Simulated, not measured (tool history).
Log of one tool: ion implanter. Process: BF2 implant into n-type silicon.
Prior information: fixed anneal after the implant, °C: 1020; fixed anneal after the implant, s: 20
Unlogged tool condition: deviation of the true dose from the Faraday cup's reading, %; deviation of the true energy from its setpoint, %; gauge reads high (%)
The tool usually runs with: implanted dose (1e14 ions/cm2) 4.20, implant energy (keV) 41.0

| run | hour | implanted dose (1e14 ions/cm2) | implant energy (keV) | wafers since the last listed run | hours since the last dose calibration | hours since the extraction supply was calibrated | hours since the gauge calibration | read-back reference wafer on the same gauge, sheet resistance | sheet resistance of the implanted and annealed layer (ohm/square) |
|---|---|---|---|---|---|---|---|---|---|
| 1 | 0.0 | 4.20 | 41.0 | 0 | 646.1 | 4664.9 | 987.6 | 242.00 | 249.53 |
| 2 | 76.1 | 4.20 | 41.0 | 1075 | 722.2 | 4741.0 | 1063.7 | 242.01 | 250.70 |
| 3 | 158.4 | 4.20 | 41.0 | 1163 | 804.5 | 4823.3 | 1146.0 | 242.00 | 249.89 |
| 4 | 249.2 | 3.24 | 44.5 | 1283 | 895.3 | 4914.1 | 1236.8 | 242.07 | 309.43 |
| 5 | 309.1 | 3.24 | 44.5 | 846 | 955.2 | 4974.0 | 1296.7 | 242.02 | 309.52 |
| 6 | 351.1 | 4.20 | 41.0 | 593 | 997.2 | 5016.0 | 1338.7 | 242.01 | 249.19 |
| 7 | 412.6 | 4.20 | 41.0 | 869 | 1058.7 | 5077.5 | 1400.2 | 241.98 | 249.47 |
| 8 | 495.9 | 4.20 | 41.0 | 1177 | 1142.0 | 5160.8 | 1483.5 | 242.04 | 249.22 |
| 9 | 594.5 | 4.20 | 41.0 | 1393 | 1240.6 | 5259.4 | 1582.1 | 242.00 | 249.36 |
| 10 | 687.5 | 4.20 | 41.0 | 1314 | 1333.6 | 5352.4 | 1675.1 | 242.06 | 248.61 |
| 11 | 725.2 | 4.20 | 41.0 | 532 | 1371.3 | 5390.1 | 1712.8 | 242.01 | 249.22 |
| 12 | 816.1 | 4.20 | 41.0 | 1284 | 1462.2 | 5481.0 | 1803.7 | 241.97 | 249.17 |
| 13 | 893.6 | 4.20 | 41.0 | 1095 | 1539.7 | 5558.5 | 1881.2 | 242.05 | 248.45 |
|  | 902.4 | extraction supply calibrated |
| 14 | 944.3 | 4.71 | 32.0 | 603 | 1590.4 | 41.9 | 1931.9 | 242.00 | 230.74 |
|  | 1008.6 | gauge calibrated |
| 15 | 1027.2 | 4.20 | 41.0 | 1171 | 1673.3 | 124.8 | 18.6 | 241.98 | 248.22 |
| 16 | 1123.5 | 3.01 | 31.5 | 1361 | 1769.6 | 221.1 | 114.9 | 241.98 | 338.78 |
| 17 | 1206.1 | 4.20 | 41.0 | 1167 | 1852.2 | 303.7 | 197.5 | 242.02 | 247.19 |
|  | 1397.6 | Faraday cup replaced and dose calibrated |
| 18 | 1429.5 | 4.74 | 41.0 | 3044 | 31.9 | 527.1 | 420.9 | 242.06 | 225.10 |
| 19 | 1502.4 | 4.20 | 34.5 | 1030 | 104.8 | 600.0 | 493.8 | 241.98 | 254.49 |
| 20 | 1559.0 | 3.53 | 30.5 | 799 | 161.4 | 656.6 | 550.4 | 241.99 | 298.64 |
| 21 | 1648.0 | 4.20 | 41.0 | 1257 | 250.4 | 745.6 | 639.4 | 242.05 | 250.40 |
| 22 | 1697.5 | 3.42 | 36.5 | 699 | 299.9 | 795.1 | 688.9 | 242.01 | 302.12 |
| 23 | 1774.6 | 4.57 | 35.5 | 1089 | 377.0 | 872.2 | 766.0 | 241.96 | 235.25 |
| 24 | 1834.9 | 4.94 | 27.0 | 852 | 437.3 | 932.5 | 826.3 | 242.02 | 227.91 |
| 25 | 1900.3 | 5.35 | 35.0 | 924 | 502.7 | 997.9 | 891.7 | 241.97 | 206.59 |
| 26 | 1975.5 | 3.32 | 47.0 | 1062 | 577.9 | 1073.1 | 966.9 | 241.99 | 302.01 |

Hidden condition of the tool, last listed run before each entry between runs versus first listed run after:
From run 13 to run 14: extraction supply calibrated (hour 902.4)
  deviation of the true dose from the Faraday cup's reading, %: 1.03 -> 1.09
  the result without the hidden state subtracted from the measured one, sheet resistance of the implanted and annealed layer (ohm/square): -2.21 -> -2.12
From run 14 to run 15: gauge calibrated (hour 1008.6)
  deviation of the true dose from the Faraday cup's reading, %: 1.09 -> 1.2
  the result without the hidden state subtracted from the measured one, sheet resistance of the implanted and annealed layer (ohm/square): -2.12 -> -2.57
From run 17 to run 18: Faraday cup replaced and dose calibrated (hour 1397.6)
  deviation of the true dose from the Faraday cup's reading, %: 1.45 -> 0.223
  the result without the hidden state subtracted from the measured one, sheet resistance of the implanted and annealed layer (ohm/square): -3.09 -> -0.43

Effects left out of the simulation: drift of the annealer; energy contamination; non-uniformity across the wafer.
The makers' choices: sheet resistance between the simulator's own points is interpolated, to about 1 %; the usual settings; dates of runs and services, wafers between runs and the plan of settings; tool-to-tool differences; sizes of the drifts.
